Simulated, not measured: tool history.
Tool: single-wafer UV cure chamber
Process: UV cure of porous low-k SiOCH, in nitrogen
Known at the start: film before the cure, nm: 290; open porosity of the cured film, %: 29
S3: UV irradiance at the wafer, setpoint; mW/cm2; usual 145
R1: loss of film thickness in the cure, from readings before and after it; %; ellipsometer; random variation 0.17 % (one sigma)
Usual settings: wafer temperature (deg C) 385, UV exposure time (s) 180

{"run": 1, "hour": 0.0, "wafer temperature (deg C)": 385, "UV exposure time (s)": 180, "S3": 145, "R1": 12.567}
{"hour": 25.3, "done": "quartz window cleaned"}
{"run": 2, "hour": 55.4, "wafer temperature (deg C)": 385, "UV exposure time (s)": 180, "S3": 145, "R1": 12.505}
{"run": 3, "hour": 101.6, "wafer temperature (deg C)": 385, "UV exposure time (s)": 180, "S3": 145, "R1": 12.519}
{"hour": 154.0, "done": "quartz window cleaned"}
{"run": 4, "hour": 166.6, "wafer temperature (deg C)": 385, "UV exposure time (s)": 180, "S3": 145, "R1": 12.262}
{"run": 5, "hour": 209.5, "wafer temperature (deg C)": 385, "UV exposure time (s)": 180, "S3": 157, "R1": 12.751}
{"run": 6, "hour": 242.9, "wafer temperature (deg C)": 385, "UV exposure time (s)": 180, "S3": 157, "R1": 12.523}
{"run": 7, "hour": 274.1, "wafer temperature (deg C)": 385, "UV exposure time (s)": 180, "S3": 157, "R1": 12.423}
{"run": 8, "hour": 309.4, "wafer temperature (deg C)": 392, "UV exposure time (s)": 135, "S3": 145, "R1": 11.034}
{"hour": 321.3, "done": "quartz window cleaned"}
{"hour": 323.0, "done": "UV bulbs replaced"}
{"run": 9, "hour": 335.3, "wafer temperature (deg C)": 376, "UV exposure time (s)": 245, "S3": 145, "R1": 15.62}
{"run": 10, "hour": 361.7, "wafer temperature (deg C)": 396, "UV exposure time (s)": 90, "S3": 145, "R1": 10.897}
{"run": 11, "hour": 422.2, "wafer temperature (deg C)": 398, "UV exposure time (s)": 280, "S3": 166, "R1": 17.266}
{"hour": 452.8, "done": "quartz window cleaned"}
{"run": 12, "hour": 480.3, "wafer temperature (deg C)": 405, "UV exposure time (s)": 255, "S3": 112, "R1": 15.087}
{"run": 13, "hour": 526.9, "wafer temperature (deg C)": 385, "UV exposure time (s)": 180, "S3": 126, "R1": 13.296}
{"run": 14, "hour": 558.4, "wafer temperature (deg C)": 385, "UV exposure time (s)": 180, "S3": 145, "R1": 13.993}
{"hour": 580.7, "done": "quartz window cleaned"}
{"run": 15, "hour": 593.1, "wafer temperature (deg C)": 404, "UV exposure time (s)": 220, "S3": 145, "R1": 15.197}
{"run": 16, "hour": 644.6, "wafer temperature (deg C)": 376, "UV exposure time (s)": 125, "S3": 145, "R1": 11.803}
{"run": 17, "hour": 694.9, "wafer temperature (deg C)": 373, "UV exposure time (s)": 135, "S3": 166, "R1": 13.003}

Forecast each of these 5 alternatives for the next run:
{"run": "A", "hour": 695.3, "wafer temperature (deg C)": 385, "UV exposure time (s)": 180, "S3": 164, "R1": "?"}
{"run": "B", "hour": 695.3, "wafer temperature (deg C)": 385, "UV exposure time (s)": 215, "S3": 110, "R1": "?"}
{"run": "C", "hour": 695.3, "wafer temperature (deg C)": 396, "UV exposure time (s)": 150, "S3": 182, "R1": "?"}
{"run": "D", "hour": 695.3, "wafer temperature (deg C)": 385, "UV exposure time (s)": 265, "S3": 145, "R1": "?"}
{"run": "E", "hour": 695.3, "wafer temperature (deg C)": 397, "UV exposure time (s)": 235, "S3": 134, "R1": "?"}

run=A R1=14.36
run=B R1=13.239
run=C R1=14.183
run=D R1=15.721
run=E R1=14.934
Without the tool's hidden state the same runs would have given:
run=A R1=14.794
run=B R1=13.664
run=C R1=14.616
run=D R1=16.163
run=E R1=15.373

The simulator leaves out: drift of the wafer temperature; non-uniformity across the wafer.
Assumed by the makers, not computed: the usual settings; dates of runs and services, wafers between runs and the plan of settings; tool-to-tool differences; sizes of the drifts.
